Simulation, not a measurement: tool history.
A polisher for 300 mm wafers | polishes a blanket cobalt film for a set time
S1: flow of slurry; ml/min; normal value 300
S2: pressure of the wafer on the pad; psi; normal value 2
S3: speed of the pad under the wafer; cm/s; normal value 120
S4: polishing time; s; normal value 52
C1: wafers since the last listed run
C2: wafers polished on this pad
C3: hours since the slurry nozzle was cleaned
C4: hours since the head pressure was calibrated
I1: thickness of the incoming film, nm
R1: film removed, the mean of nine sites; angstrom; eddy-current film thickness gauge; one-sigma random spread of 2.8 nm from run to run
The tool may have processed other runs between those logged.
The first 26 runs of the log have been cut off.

run,hour,S1,S2,S3,S4,C1,C2,C3,C4,I1,R1
27,300.9,375,2,162,59,149,333,181.7,106,876.8,3848
28,315.3,300,2,120,44,129,462,196.1,120.4,890.6,2071
29,327.8,300,2,120,52,112,574,208.6,132.9,887.7,2446
30,359.1,300,2,120,47,281,855,239.9,164.2,891.7,2180
# hour 376.1: worn pad replaced by a new one
31,376.6,220,2,120,52,121,4,257.4,181.7,904.6,2314
32,384.9,300,1.6,120,58,74,79,265.7,190,884.8,2183
33,399.1,250,2,120,52,127,206,279.9,204.2,877.1,2337
34,410,300,2,144,37,97,304,290.8,215.1,895.9,2046
35,425.6,300,2,120,52,140,444,306.4,230.7,900.9,2455
36,438.8,265,2,120,52,118,563,319.6,243.9,893.2,2421
37,446.9,300,2.7,160,36,72,636,327.7,252,891.4,3058

What if the next run were any one of these 4? Each begins from the tool's condition after run 37:
A,447.3,270,2,120,52,3,639,328.1,252.4,883.6,?
B,447.3,245,2,120,52,3,639,328.1,252.4,883.6,?
C,447.3,255,2.7,144,39,3,639,328.1,252.4,883.6,?
D,447.3,245,2,100,52,3,639,328.1,252.4,883.6,?

run,R1
A,2431
B,2388
C,2924
D,1990
With no hidden state in the tool, these same runs would have given:
run,R1
A,2579
B,2549
C,3112
D,2124
